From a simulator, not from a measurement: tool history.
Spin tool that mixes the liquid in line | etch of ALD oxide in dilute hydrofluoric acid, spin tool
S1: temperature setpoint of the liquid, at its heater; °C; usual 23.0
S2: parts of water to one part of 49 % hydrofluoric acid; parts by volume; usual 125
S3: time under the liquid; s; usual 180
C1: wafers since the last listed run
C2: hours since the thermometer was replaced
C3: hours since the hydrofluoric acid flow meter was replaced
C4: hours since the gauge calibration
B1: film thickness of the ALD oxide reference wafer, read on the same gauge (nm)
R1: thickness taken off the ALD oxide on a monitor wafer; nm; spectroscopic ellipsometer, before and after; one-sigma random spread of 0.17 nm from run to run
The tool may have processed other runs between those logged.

run    hour    S1   S2   S3    C1      C2     C3      C4     B1     R1
  1     0.0  23.0  125  180     0   309.7  613.3  1686.9  79.93  21.03
       77.3  -- hydrofluoric acid flow meter replaced
  2    88.2  23.0  125  180   755   397.9   10.9  1775.1  80.02  20.75
  3   164.3  23.0  125  180   659   474.0   87.0  1851.2  80.00  20.93
  4   458.7  23.0  125  205  2549   768.4  381.4  2145.6  80.02  24.06
  5   526.1  23.0  125  205   583   835.8  448.8  2213.0  79.98  23.89
  6   569.8  23.0  125  205   378   879.5  492.5  2256.7  80.03  23.94
  7   607.7  23.0  125  180   328   917.4  530.4  2294.6  79.99  20.88
      634.7  -- hydrofluoric acid flow meter replaced
  8   688.8  23.0  125  180   693   998.5   54.1  2375.7  79.99  20.81
  9   783.3  23.0  125  180   818  1093.0  148.6  2470.2  80.05  20.98
 10   856.8  23.0  125  180   636  1166.5  222.1  2543.7  79.97  20.96
 11   934.2  23.0  125  180   670  1243.9  299.5  2621.1  80.03  20.87
 12  1035.6  23.0  125  180   878  1345.3  400.9  2722.5  79.98  20.76
 13  1101.5  23.0  125  180   570  1411.2  466.8  2788.4  80.01  20.81
     1194.3  -- gauge calibrated
 14  1208.8  23.0  125  180   929  1518.5  574.1    14.5  79.99  21.02
 15  1272.8  23.0  125  125   554  1582.5  638.1    78.5  79.97  14.60
     1280.1  -- hydrofluoric acid flow meter replaced
 16  1325.8  26.0  125  180   450  1635.5   45.7   131.5  79.95  23.89
 17  1384.7  21.0  145  210   510  1694.4  104.6   190.4  80.00  19.42
 18  1423.9  26.0  170  230   339  1733.6  143.8   229.6  80.01  21.11
 19  1484.4  23.0   75  180   524  1794.1  204.3   290.1  80.03  37.58
     1486.7  -- thermometer replaced
 20  1539.7  20.0  180   85   470    53.0  259.6   345.4  79.98   5.68
 21  1721.7  23.0  125  180  1576   235.0  441.6   527.4  79.99  21.04
 22  1815.0  23.0  125  260   808   328.3  534.9   620.7  79.97  30.39
 23  1906.6  23.0  125  120   793   419.9  626.5   712.3  79.97  14.15
     1965.9  -- hydrofluoric acid flow meter replaced
 24  2010.1  26.5  150  265   887   523.4   44.2   815.8  80.00  28.32
 25  2070.9  23.0  125  180   526   584.2  105.0   876.6  79.97  21.00
 26  2137.6  18.5   75  270   577   650.9  171.7   943.3  79.99  46.94
 27  2188.4  23.0  165  180   439   701.7  222.5   994.1  79.99  15.29
 28  2287.4  23.0  125  105   857   800.7  321.5  1093.1  79.98  12.28
 29  2387.8  23.0  125  180   869   901.1  421.9  1193.5  80.03  21.18
 30  2487.0  25.5   95  105   859  1000.3  521.1  1292.7  80.00  18.31
 31  2543.7  26.5   80  220   491  1057.0  577.8  1349.4  80.05  49.51
     2546.0  -- hydrofluoric acid flow meter replaced
 32  2647.3  23.0  140   90   888  1160.6  101.3  1453.0  80.01   9.19
 33  2736.8  23.0  125  180   775  1250.1  190.8  1542.5  79.99  20.96

What was the tool's hidden state at every run in the log?
liquid hotter than its thermometer reads (K): 0 at every run
hydrofluoric acid flow above the setpoint (%): 0 at every run
gauge reads high (%): 0 at every run
